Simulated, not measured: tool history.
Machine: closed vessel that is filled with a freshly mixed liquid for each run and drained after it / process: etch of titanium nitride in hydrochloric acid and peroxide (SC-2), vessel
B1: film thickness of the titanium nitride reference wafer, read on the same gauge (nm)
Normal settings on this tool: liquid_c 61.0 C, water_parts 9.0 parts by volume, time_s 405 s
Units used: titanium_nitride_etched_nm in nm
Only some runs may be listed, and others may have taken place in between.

run 1 day=0.000 | liquid_c=61.0 water_parts=9.0 time_s=405 | B1=129.97 | titanium_nitride_etched_nm=32.49
-- day=1.354 new drum of peroxide connected
run 2 day=4.433 | liquid_c=65.0 water_parts=9.0 time_s=405 | B1=129.98 | titanium_nitride_etched_nm=42.69
run 3 day=6.579 | liquid_c=65.0 water_parts=9.0 time_s=405 | B1=129.97 | titanium_nitride_etched_nm=43.17
run 4 day=8.450 | liquid_c=65.0 water_parts=9.0 time_s=405 | B1=129.99 | titanium_nitride_etched_nm=42.61
-- day=9.629 gauge calibrated
-- day=9.704 thermometer replaced
run 5 day=9.871 | liquid_c=61.0 water_parts=9.0 time_s=405 | B1=129.95 | titanium_nitride_etched_nm=33.31
run 6 day=11.783 | liquid_c=61.0 water_parts=9.0 time_s=405 | B1=130.00 | titanium_nitride_etched_nm=33.12
run 7 day=13.496 | liquid_c=61.0 water_parts=10.5 time_s=405 | B1=129.97 | titanium_nitride_etched_nm=29.26
run 8 day=15.892 | liquid_c=61.0 water_parts=10.5 time_s=405 | B1=130.00 | titanium_nitride_etched_nm=29.34
run 9 day=18.579 | liquid_c=61.0 water_parts=10.5 time_s=405 | B1=130.07 | titanium_nitride_etched_nm=29.34
run 10 day=20.046 | liquid_c=61.0 water_parts=9.0 time_s=405 | B1=129.97 | titanium_nitride_etched_nm=33.18
run 11 day=23.200 | liquid_c=61.0 water_parts=9.0 time_s=405 | B1=130.01 | titanium_nitride_etched_nm=33.06
run 12 day=25.925 | liquid_c=61.0 water_parts=9.0 time_s=405 | B1=130.04 | titanium_nitride_etched_nm=32.91
run 13 day=27.912 | liquid_c=66.5 water_parts=9.0 time_s=405 | B1=130.00 | titanium_nitride_etched_nm=46.53
run 14 day=29.212 | liquid_c=61.0 water_parts=5.0 time_s=405 | B1=129.98 | titanium_nitride_etched_nm=51.70
run 15 day=30.742 | liquid_c=65.0 water_parts=9.0 time_s=405 | B1=129.96 | titanium_nitride_etched_nm=42.31
run 16 day=31.821 | liquid_c=69.5 water_parts=5.0 time_s=230 | B1=129.99 | titanium_nitride_etched_nm=49.61
run 17 day=34.488 | liquid_c=65.5 water_parts=13.0 time_s=545 | B1=129.97 | titanium_nitride_etched_nm=42.62
-- day=36.675 chemicals flow meter replaced
run 18 day=37.042 | liquid_c=61.0 water_parts=9.0 time_s=405 | B1=129.99 | titanium_nitride_etched_nm=32.80
-- day=38.992 thermometer replaced
run 19 day=39.192 | liquid_c=61.0 water_parts=9.0 time_s=495 | B1=130.03 | titanium_nitride_etched_nm=39.82
run 20 day=41.067 | liquid_c=53.5 water_parts=12.5 time_s=190 | B1=130.01 | titanium_nitride_etched_nm=7.20
-- day=43.138 new drum of peroxide connected
run 21 day=43.979 | liquid_c=61.0 water_parts=10.5 time_s=405 | B1=130.04 | titanium_nitride_etched_nm=29.57
run 22 day=46.754 | liquid_c=68.0 water_parts=9.0 time_s=230 | B1=129.94 | titanium_nitride_etched_nm=29.17
run 23 day=48.392 | liquid_c=55.5 water_parts=10.0 time_s=275 | B1=130.02 | titanium_nitride_etched_nm=14.71
run 24 day=49.746 | liquid_c=61.0 water_parts=9.0 time_s=405 | B1=130.03 | titanium_nitride_etched_nm=33.22
run 25 day=50.962 | liquid_c=68.0 water_parts=9.0 time_s=310 | B1=129.99 | titanium_nitride_etched_nm=39.21
run 26 day=56.908 | liquid_c=61.0 water_parts=9.0 time_s=405 | B1=129.95 | titanium_nitride_etched_nm=33.46
-- day=57.500 gauge calibrated
run 27 day=59.133 | liquid_c=66.5 water_parts=7.0 time_s=615 | B1=129.95 | titanium_nitride_etched_nm=86.13
run 28 day=61.283 | liquid_c=61.0 water_parts=9.0 time_s=405 | B1=130.00 | titanium_nitride_etched_nm=33.22

Predict each of these 5 candidate next runs independently; none follows another, all start after run 28:
run A day=61.317 | liquid_c=61.0 water_parts=9.0 time_s=405 | B1=? | titanium_nitride_etched_nm=?
run B day=61.317 | liquid_c=61.0 water_parts=9.0 time_s=595 | B1=? | titanium_nitride_etched_nm=?
run C day=61.317 | liquid_c=63.5 water_parts=13.5 time_s=165 | B1=? | titanium_nitride_etched_nm=?
run D day=61.317 | liquid_c=61.0 water_parts=10.5 time_s=470 | B1=? | titanium_nitride_etched_nm=?
run E day=61.317 | liquid_c=53.0 water_parts=7.0 time_s=580 | B1=? | titanium_nitride_etched_nm=?

run=A B1=130.01 titanium_nitride_etched_nm=33.22
run=B B1=130.01 titanium_nitride_etched_nm=48.80
run=C B1=130.01 titanium_nitride_etched_nm=11.21
run=D B1=130.01 titanium_nitride_etched_nm=33.92
run=E B1=130.01 titanium_nitride_etched_nm=34.89
With the hidden condition removed and each run's random variation left untouched, the same runs would have given:
run=A titanium_nitride_etched_nm=33.71
run=B titanium_nitride_etched_nm=49.53
run=C titanium_nitride_etched_nm=11.38
run=D titanium_nitride_etched_nm=34.43
run=E titanium_nitride_etched_nm=35.39

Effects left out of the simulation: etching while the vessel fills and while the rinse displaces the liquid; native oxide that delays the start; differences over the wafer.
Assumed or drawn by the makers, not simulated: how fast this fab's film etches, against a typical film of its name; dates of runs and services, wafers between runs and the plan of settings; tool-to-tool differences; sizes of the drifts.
